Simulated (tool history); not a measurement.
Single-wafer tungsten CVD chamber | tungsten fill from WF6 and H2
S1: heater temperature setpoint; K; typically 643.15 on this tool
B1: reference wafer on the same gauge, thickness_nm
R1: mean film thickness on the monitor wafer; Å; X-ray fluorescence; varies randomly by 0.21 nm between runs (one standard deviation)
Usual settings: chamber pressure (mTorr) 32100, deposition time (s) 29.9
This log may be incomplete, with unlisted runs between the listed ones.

run 1 hour=0.0 | S1=643.15 chamber_pressure_(mTorr)=32100 deposition_time_(s)=29.9 | B1=52.825 | R1=499.68
run 2 hour=20.6 | S1=643.15 chamber_pressure_(mTorr)=32100 deposition_time_(s)=29.9 | B1=52.777 | R1=498.44
run 3 hour=42.6 | S1=643.15 chamber_pressure_(mTorr)=32100 deposition_time_(s)=29.9 | B1=52.786 | R1=506.32
run 4 hour=73.6 | S1=643.15 chamber_pressure_(mTorr)=32100 deposition_time_(s)=29.9 | B1=52.763 | R1=503.10
run 5 hour=96.0 | S1=643.15 chamber_pressure_(mTorr)=35500 deposition_time_(s)=29.9 | B1=52.801 | R1=531.38
run 6 hour=124.1 | S1=643.15 chamber_pressure_(mTorr)=32100 deposition_time_(s)=29.9 | B1=52.827 | R1=502.38
run 7 hour=136.3 | S1=637.15 chamber_pressure_(mTorr)=32100 deposition_time_(s)=29.9 | B1=52.824 | R1=448.57
run 8 hour=150.6 | S1=637.15 chamber_pressure_(mTorr)=32100 deposition_time_(s)=29.9 | B1=52.777 | R1=445.84
run 9 hour=178.8 | S1=637.15 chamber_pressure_(mTorr)=32100 deposition_time_(s)=29.9 | B1=52.813 | R1=450.25
run 10 hour=212.7 | S1=635.15 chamber_pressure_(mTorr)=27900 deposition_time_(s)=29.9 | B1=52.811 | R1=400.77
-- hour=220.3 gauge calibrated
run 11 hour=230.2 | S1=652.15 chamber_pressure_(mTorr)=32100 deposition_time_(s)=32.0 | B1=52.762 | R1=635.58
-- hour=258.1 showerhead replaced
run 12 hour=259.4 | S1=630.15 chamber_pressure_(mTorr)=24400 deposition_time_(s)=28.0 | B1=52.808 | R1=317.55
run 13 hour=289.6 | S1=643.15 chamber_pressure_(mTorr)=32100 deposition_time_(s)=29.9 | B1=52.794 | R1=504.47
run 14 hour=324.6 | S1=643.15 chamber_pressure_(mTorr)=39800 deposition_time_(s)=27.9 | B1=52.801 | R1=519.34
run 15 hour=337.3 | S1=643.15 chamber_pressure_(mTorr)=32100 deposition_time_(s)=29.9 | B1=52.799 | R1=499.98
run 16 hour=350.5 | S1=655.15 chamber_pressure_(mTorr)=32100 deposition_time_(s)=29.9 | B1=52.799 | R1=625.63
-- hour=360.0 thermocouple changed; heater temperature recalibrated
-- hour=371.1 capacitance manometer re-zeroed and calibrated
run 17 hour=386.0 | S1=643.15 chamber_pressure_(mTorr)=32100 deposition_time_(s)=29.9 | B1=52.807 | R1=521.33
run 18 hour=419.6 | S1=643.15 chamber_pressure_(mTorr)=32100 deposition_time_(s)=29.9 | B1=52.784 | R1=518.98
run 19 hour=455.1 | S1=655.15 chamber_pressure_(mTorr)=39200 deposition_time_(s)=33.2 | B1=52.839 | R1=795.97
run 20 hour=483.4 | S1=643.15 chamber_pressure_(mTorr)=38700 deposition_time_(s)=27.0 | B1=52.772 | R1=513.00
run 21 hour=497.9 | S1=654.15 chamber_pressure_(mTorr)=25000 deposition_time_(s)=33.3 | B1=52.781 | R1=619.51
run 22 hour=522.3 | S1=643.15 chamber_pressure_(mTorr)=32100 deposition_time_(s)=33.8 | B1=52.812 | R1=582.32
run 23 hour=551.1 | S1=643.15 chamber_pressure_(mTorr)=32100 deposition_time_(s)=27.8 | B1=52.825 | R1=480.90
run 24 hour=581.4 | S1=655.15 chamber_pressure_(mTorr)=32100 deposition_time_(s)=28.4 | B1=52.812 | R1=607.48
run 25 hour=600.6 | S1=643.15 chamber_pressure_(mTorr)=32100 deposition_time_(s)=35.7 | B1=52.756 | R1=613.78
run 26 hour=629.2 | S1=647.15 chamber_pressure_(mTorr)=39600 deposition_time_(s)=32.2 | B1=52.767 | R1=663.13
run 27 hour=662.5 | S1=656.15 chamber_pressure_(mTorr)=32100 deposition_time_(s)=33.0 | B1=52.803 | R1=717.25
run 28 hour=675.0 | S1=650.15 chamber_pressure_(mTorr)=27300 deposition_time_(s)=24.8 | B1=52.808 | R1=442.16
run 29 hour=707.5 | S1=643.15 chamber_pressure_(mTorr)=32100 deposition_time_(s)=29.9 | B1=52.808 | R1=512.45
run 30 hour=739.9 | S1=647.15 chamber_pressure_(mTorr)=35400 deposition_time_(s)=26.8 | B1=52.759 | R1=516.14
run 31 hour=752.9 | S1=643.15 chamber_pressure_(mTorr)=32100 deposition_time_(s)=29.9 | B1=52.770 | R1=509.90
run 32 hour=786.9 | S1=643.15 chamber_pressure_(mTorr)=32100 deposition_time_(s)=29.9 | B1=52.788 | R1=506.77
run 33 hour=813.7 | S1=648.15 chamber_pressure_(mTorr)=35400 deposition_time_(s)=28.3 | B1=52.743 | R1=556.41

Below, some changes in R1 between adjacent runs. For each, the amount present without the hidden state too (settings, incoming material, random variation) and the amount remaining for the hidden state with gauge scatter not shared by both compared results:
Unlogged tool condition in this case: wafer temperature above the value expected at the setpoint (K); true pressure above the setpoint (%); gauge reads high (%).
Run 10 -> 11: S1 635.15 -> 652.15, chamber pressure (mTorr) 27900 -> 32100, deposition time (s) 29.9 -> 32.0, gauge calibrated. R1 +234.81 Å: hidden state -8.65, all else +243.46.
Run 11 -> 12: S1 652.15 -> 630.15, chamber pressure (mTorr) 32100 -> 24400, deposition time (s) 32.0 -> 28.0, showerhead replaced. R1 -318.03 Å: hidden state +11.57, all else -329.60.
Run 16 -> 17: S1 655.15 -> 643.15, thermocouple changed; heater temperature recalibrated, capacitance manometer re-zeroed and calibrated. R1 -104.30 Å: hidden state +24.59, all else -128.89.
Run 18 -> 19: S1 643.15 -> 655.15, chamber pressure (mTorr) 32100 -> 39200, deposition time (s) 29.9 -> 33.2. R1 +276.99 Å: hidden state -2.31, all else +279.30.
Run 19 -> 20: S1 655.15 -> 643.15, chamber pressure (mTorr) 39200 -> 38700, deposition time (s) 33.2 -> 27.0. R1 -282.97 Å: hidden state -0.03, all else -282.94.

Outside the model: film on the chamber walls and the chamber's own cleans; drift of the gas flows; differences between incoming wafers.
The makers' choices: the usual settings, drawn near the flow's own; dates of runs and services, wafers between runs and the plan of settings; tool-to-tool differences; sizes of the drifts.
